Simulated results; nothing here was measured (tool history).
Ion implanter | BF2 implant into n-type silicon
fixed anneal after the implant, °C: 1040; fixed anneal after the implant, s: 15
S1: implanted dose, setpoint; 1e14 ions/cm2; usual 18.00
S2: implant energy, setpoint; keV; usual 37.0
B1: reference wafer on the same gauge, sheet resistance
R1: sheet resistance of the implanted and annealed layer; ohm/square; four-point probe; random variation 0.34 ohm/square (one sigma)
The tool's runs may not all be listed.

Run 1, hour 0.0: usual settings but S1 15.09 1e14 ions/cm2, S2 44.5 keV; B1 108.10. Result: R1 97.11 ohm/square.
At hour 27.8: extraction supply calibrated.
Run 2, hour 55.1: usual settings; B1 108.04. Result: R1 98.19 ohm/square.
Run 3, hour 140.4: usual settings; B1 107.84. Result: R1 98.26 ohm/square.
Run 4, hour 194.6: usual settings; B1 107.77. Result: R1 98.36 ohm/square.
Run 5, hour 241.7: usual settings; B1 107.76. Result: R1 97.54 ohm/square.
Run 6, hour 290.3: usual settings; B1 107.50. Result: R1 97.93 ohm/square.
Run 7, hour 367.1: usual settings; B1 107.53. Result: R1 97.98 ohm/square.
Run 8, hour 424.7: usual settings; B1 107.34. Result: R1 98.21 ohm/square.
Run 9, hour 519.0: usual settings; B1 107.17. Result: R1 97.30 ohm/square.
Run 10, hour 609.2: usual settings; B1 106.88. Result: R1 97.40 ohm/square.
Run 11, hour 676.4: usual settings but S1 16.92 1e14 ions/cm2, S2 46.0 keV; B1 106.71. Result: R1 90.78 ohm/square.
Run 12, hour 740.5: usual settings but S1 16.92 1e14 ions/cm2, S2 46.0 keV; B1 106.66. Result: R1 90.54 ohm/square.
Run 13, hour 787.6: usual settings but S1 15.93 1e14 ions/cm2, S2 26.0 keV; B1 106.46. Result: R1 115.51 ohm/square.
Run 14, hour 856.4: usual settings but S1 20.82 1e14 ions/cm2, S2 32.5 keV; B1 106.41. Result: R1 100.01 ohm/square.
Run 15, hour 956.5: usual settings but S1 16.20 1e14 ions/cm2, S2 26.5 keV; B1 106.37. Result: R1 113.60 ohm/square.
Run 16, hour 1034.7: usual settings but S1 22.86 1e14 ions/cm2, S2 27.0 keV; B1 106.09. Result: R1 106.14 ohm/square.
Run 17, hour 1099.5: usual settings; B1 105.93. Result: R1 96.94 ohm/square.
At hour 1140.3: Faraday cup replaced and dose calibrated.
Run 18, hour 1144.2: usual settings; B1 106.02. Result: R1 96.52 ohm/square.
Run 19, hour 1221.6: usual settings but S1 13.78 1e14 ions/cm2, S2 28.5 keV; B1 105.93. Result: R1 114.15 ohm/square.
At hour 1251.0: gauge calibrated.
Run 20, hour 1295.8: usual settings but S1 23.25 1e14 ions/cm2, S2 31.5 keV; B1 109.50. Result: R1 102.91 ohm/square.
Run 21, hour 1397.7: usual settings but S1 13.70 1e14 ions/cm2, S2 42.0 keV; B1 109.24. Result: R1 103.96 ohm/square.
Run 22, hour 1472.5: usual settings; B1 109.11. Result: R1 99.71 ohm/square.
Run 23, hour 1523.2: usual settings but S1 15.37 1e14 ions/cm2, S2 30.5 keV; B1 108.97. Result: R1 111.38 ohm/square.
Run 24, hour 1604.5: usual settings; B1 108.80. Result: R1 99.01 ohm/square.
Run 25, hour 1681.7: usual settings but S1 23.38 1e14 ions/cm2, S2 41.5 keV; B1 108.53. Result: R1 89.60 ohm/square.
Run 26, hour 1787.7: usual settings but S1 15.98 1e14 ions/cm2; B1 108.60. Result: R1 102.55 ohm/square.
Run 27, hour 1861.6: usual settings but S1 21.03 1e14 ions/cm2, S2 42.5 keV; B1 108.43. Result: R1 90.30 ohm/square.
Run 28, hour 1919.5: usual settings but S2 49.0 keV; B1 108.31. Result: R1 88.43 ohm/square.
Run 29, hour 1984.9: usual settings but S2 46.0 keV; B1 108.14. Result: R1 89.98 ohm/square.

Forecast run 30:
Run 30, hour 2060.4: usual settings but S1 15.14 1e14 ions/cm2, S2 29.5 keV; B1 ?. Result: R1 ?.

B1: 107.85
R1: 112.27 ohm/square
Without the tool's hidden state the same run would have given R1 114.35 ohm/square.
